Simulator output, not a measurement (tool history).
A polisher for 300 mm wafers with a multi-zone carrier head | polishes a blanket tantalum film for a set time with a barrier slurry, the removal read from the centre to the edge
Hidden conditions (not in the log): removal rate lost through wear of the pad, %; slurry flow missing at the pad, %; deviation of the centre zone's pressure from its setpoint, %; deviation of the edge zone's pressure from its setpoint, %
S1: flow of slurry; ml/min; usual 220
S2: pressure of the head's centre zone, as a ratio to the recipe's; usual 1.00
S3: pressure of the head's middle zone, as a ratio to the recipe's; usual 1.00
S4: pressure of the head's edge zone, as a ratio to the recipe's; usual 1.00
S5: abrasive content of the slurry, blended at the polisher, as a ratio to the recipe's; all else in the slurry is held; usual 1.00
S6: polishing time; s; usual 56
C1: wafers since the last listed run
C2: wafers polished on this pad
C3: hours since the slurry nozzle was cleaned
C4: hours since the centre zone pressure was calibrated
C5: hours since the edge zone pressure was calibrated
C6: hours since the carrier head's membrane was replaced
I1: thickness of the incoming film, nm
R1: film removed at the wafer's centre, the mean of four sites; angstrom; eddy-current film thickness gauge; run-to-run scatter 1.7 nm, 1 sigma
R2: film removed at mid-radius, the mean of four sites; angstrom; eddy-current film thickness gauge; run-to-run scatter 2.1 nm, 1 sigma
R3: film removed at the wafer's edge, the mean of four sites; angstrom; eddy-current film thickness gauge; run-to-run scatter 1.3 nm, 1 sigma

run	hour	S1	S2	S3	S4	S5	S6	C1	C2	C3	C4	C5	C6	I1	R1	R2	R3
1	0.0	220	1.00	1.00	0.97	1.00	56	0	1451	458.1	931.0	342.8	961.1	461.5	1211	1261	1199
2	55.9	220	1.00	1.00	1.00	1.00	56	632	2084	514.0	986.9	398.7	1017.0	455.7	1161	1215	1156
3	95.7	220	1.00	1.00	1.00	1.00	56	450	2534	553.8	1026.7	438.5	1056.8	462.3	1119	1181	1133
# hour 156.9: slurry nozzle cleaned
# hour 157.6: worn pad replaced by a new one
4	158.1	220	1.00	1.00	1.00	1.00	56	686	5	1.2	1089.1	500.9	1119.2	461.0	1394	1423	1352
5	213.0	220	1.00	1.00	0.93	1.00	56	621	626	56.1	1144.0	555.8	1174.1	462.8	1352	1380	1296
6	257.6	220	1.00	1.00	0.93	1.00	56	504	1131	100.7	1188.6	600.4	1218.7	460.1	1344	1328	1289
# hour 274.9: edge zone pressure recalibrated
7	315.2	220	1.00	1.00	1.00	1.00	56	629	1760	158.3	1246.2	40.3	1276.3	464.3	1268	1313	1272
8	350.1	195	1.00	0.96	1.00	1.00	56	394	2155	193.2	1281.1	75.2	1311.2	462.6	1205	1196	1221
9	396.2	220	1.00	1.00	1.00	0.75	56	521	2677	239.3	1327.2	121.3	1357.3	464.4	1154	1194	1134
# hour 402.1: worn pad replaced by a new one
# hour 403.3: centre zone pressure recalibrated
10	437.4	220	1.00	0.89	1.00	1.00	56	408	386	280.5	34.1	162.5	1398.5	458.5	1334	1270	1364
11	491.3	220	1.00	0.93	0.94	0.85	56	609	996	334.4	88.0	216.4	1452.4	454.7	1269	1233	1237
12	535.4	280	1.00	1.08	1.00	1.10	36	499	1495	378.5	132.1	260.5	1496.5	455.9	874	958	848
13	600.0	285	0.95	1.00	0.97	0.80	56	730	2226	443.1	196.7	325.1	1561.1	459.8	1168	1234	1209
# hour 624.2: carrier head's membrane replaced by a new one
14	627.0	285	1.00	0.88	1.00	1.30	74	248	2475	470.1	223.7	352.1	2.8	460.7	1740	1574	1714
# hour 654.2: worn pad replaced by a new one
15	675.4	220	1.00	1.00	1.00	1.00	56	502	239	518.5	272.1	400.5	51.2	457.0	1276	1325	1283
16	715.1	280	1.00	1.08	1.00	1.10	36	449	688	558.2	311.8	440.2	90.9	460.2	834	913	841
17	773.8	260	0.89	0.88	1.00	1.00	68	664	1353	616.9	370.5	498.9	149.6	454.4	1306	1369	1488
# hour 778.9: slurry nozzle cleaned
# hour 805.9: edge zone pressure recalibrated
# hour 895.1: worn pad replaced by a new one
18	975.7	220	1.00	1.08	1.00	1.00	56	2205	911	196.8	572.4	169.8	351.5	468.5	1357	1491	1311
19	1013.7	220	1.00	0.90	1.00	1.00	56	429	1341	234.8	610.4	207.8	389.5	464.3	1332	1234	1281
20	1073.3	220	1.00	1.00	1.00	1.00	56	674	2016	294.4	670.0	267.4	449.1	461.2	1283	1287	1259

Alternative continuations, all from the tool just after run 20; predict every row:
A	1073.7	220	1.00	1.00	1.00	1.00	38	4	2020	294.8	670.4	267.8	449.5	461.4	?	?	?
B	1073.7	220	1.00	1.00	1.00	1.00	41	4	2020	294.8	670.4	267.8	449.5	461.4	?	?	?
C	1073.7	255	1.00	1.00	0.88	1.00	56	4	2020	294.8	670.4	267.8	449.5	461.4	?	?	?
D	1073.7	220	0.89	1.00	1.00	0.80	72	4	2020	294.8	670.4	267.8	449.5	461.4	?	?	?
E	1073.7	220	1.00	1.00	1.07	1.00	56	4	2020	294.8	670.4	267.8	449.5	461.4	?	?	?

run	R1	R2	R3
A	859	861	849
B	926	929	916
C	1297	1298	1232
D	1395	1575	1552
E	1265	1269	1274
With no hidden state in the tool, these same runs would have given:
run	R1	R2	R3
A	958	959	942
B	1033	1035	1016
C	1443	1442	1364
D	1556	1754	1721
E	1411	1413	1413
